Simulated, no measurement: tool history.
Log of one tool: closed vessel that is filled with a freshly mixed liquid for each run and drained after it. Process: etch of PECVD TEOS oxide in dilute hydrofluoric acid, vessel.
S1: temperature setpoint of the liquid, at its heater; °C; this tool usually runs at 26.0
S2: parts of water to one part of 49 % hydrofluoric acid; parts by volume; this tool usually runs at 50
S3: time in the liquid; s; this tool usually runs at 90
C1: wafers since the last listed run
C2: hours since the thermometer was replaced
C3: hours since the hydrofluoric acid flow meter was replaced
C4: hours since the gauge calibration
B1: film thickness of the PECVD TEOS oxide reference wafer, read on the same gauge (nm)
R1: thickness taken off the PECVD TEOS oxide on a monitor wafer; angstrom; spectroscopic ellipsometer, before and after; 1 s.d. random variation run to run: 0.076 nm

run   hour    S1  S2   S3    C1     C2      C3     C4     B1     R1
  1    0.0  26.0  50   90     0  483.6   971.9  363.6  89.99  234.6
  2   17.7  26.0  50   90  1157  501.3   989.6  381.3  90.00  235.3
  3   29.4  26.0  50   90   764  513.0  1001.3  393.0  90.01  235.0
  4   74.7  26.0  50   90  2961  558.3  1046.6  438.3  90.01  235.1
  5   88.3  26.0  50   90   889  571.9  1060.2  451.9  90.02  233.8
  6  120.1  26.0  50   90  2078  603.7  1092.0  483.7  90.02  235.6
  7  135.5  26.0  50   90  1006  619.1  1107.4  499.1  90.00  236.0
  8  150.1  26.0  60   90   954  633.7  1122.0  513.7  89.99  192.5
  9  163.0  26.0  60   90   843  646.6  1134.9  526.6  89.98  192.2
 10  179.4  26.0  60   90  1072  663.0  1151.3  543.0  90.00  192.5
 11  195.0  26.0  50   90  1019  678.6  1166.9  558.6  89.99  232.8
 12  203.2  26.0  50   90   536  686.8  1175.1  566.8  90.04  234.2
 13  213.2  26.0  50   90   653  696.8  1185.1  576.8  90.00  233.6
 14  225.7  26.0  50   90   817  709.3  1197.6  589.3  90.01  233.7
 15  234.3  28.5  50   55   562  717.9  1206.2  597.9  90.00  157.5
     236.0  -- gauge calibrated
 16  249.4  28.5  50   55   987  733.0  1221.3   13.4  89.98  158.1
 17  265.3  28.5  50   90  1039  748.9  1237.2   29.3  90.00  259.0
     275.8  -- thermometer replaced
 18  278.3  28.5  50   60   784    2.5  1250.2   42.3  90.00  171.5
 19  291.6  27.5  50  135   869   15.8  1263.5   55.6  89.99  370.4
 20  303.0  26.0  50   90   745   27.2  1274.9   67.0  90.00  233.4
 21  314.0  22.5  50  110   719   38.2  1285.9   78.0  90.03  245.7
 22  331.0  26.0  75   90  1111   55.2  1302.9   95.0  89.98  150.0
 23  346.7  26.0  30   90  1026   70.9  1318.6  110.7  90.00  399.7
 24  397.0  26.0  50   90  3288  121.2  1368.9  161.0  90.01  232.4
     404.9  -- hydrofluoric acid flow meter replaced
 25  407.0  26.0  50  140   588  131.2     2.1  171.0  90.00  376.6
 26  424.6  26.0  50   90  1150  148.8    19.7  188.6  90.00  241.3
 27  433.0  26.0  50   90   549  157.2    28.1  197.0  90.04  242.3
 28  454.0  26.0  70   55  1372  178.2    49.1  218.0  90.01  102.7
 29  465.7  26.0  50   90   764  189.9    60.8  229.7  90.02  241.5
 30  479.7  26.0  65   90   915  203.9    74.8  243.7  90.01  182.9
 31  513.4  26.0  50   90  2203  237.6   108.5  277.4  89.96  241.0
 32  524.7  23.0  40   65   738  248.9   119.8  288.7  89.98  195.2
 33  533.6  26.0  30  125   581  257.8   128.7  297.6  89.99  573.2

Hidden state, per run?
liquid colder than its thermometer reads (K): 0 across all the runs
gauge reads high (%): 0 across all the runs
H1: hydrofluoric acid flow below the setpoint (%)
run     H1
  1    2.9
  2   2.95
  3   2.98
  4   3.11
  5   3.15
  6   3.24
  7   3.28
  8   3.32
  9   3.36
 10   3.41
 11   3.45
 12   3.47
 13    3.5
 14   3.54
 15   3.56
 16   3.61
 17   3.65
 18   3.69
 19   3.73
 20   3.76
 21   3.79
 22   3.84
 23   3.88
 24   4.02
 25  0.323
 26  0.373
 27  0.397
 28  0.456
 29   0.49
 30  0.529
 31  0.625
 32  0.657
 33  0.683

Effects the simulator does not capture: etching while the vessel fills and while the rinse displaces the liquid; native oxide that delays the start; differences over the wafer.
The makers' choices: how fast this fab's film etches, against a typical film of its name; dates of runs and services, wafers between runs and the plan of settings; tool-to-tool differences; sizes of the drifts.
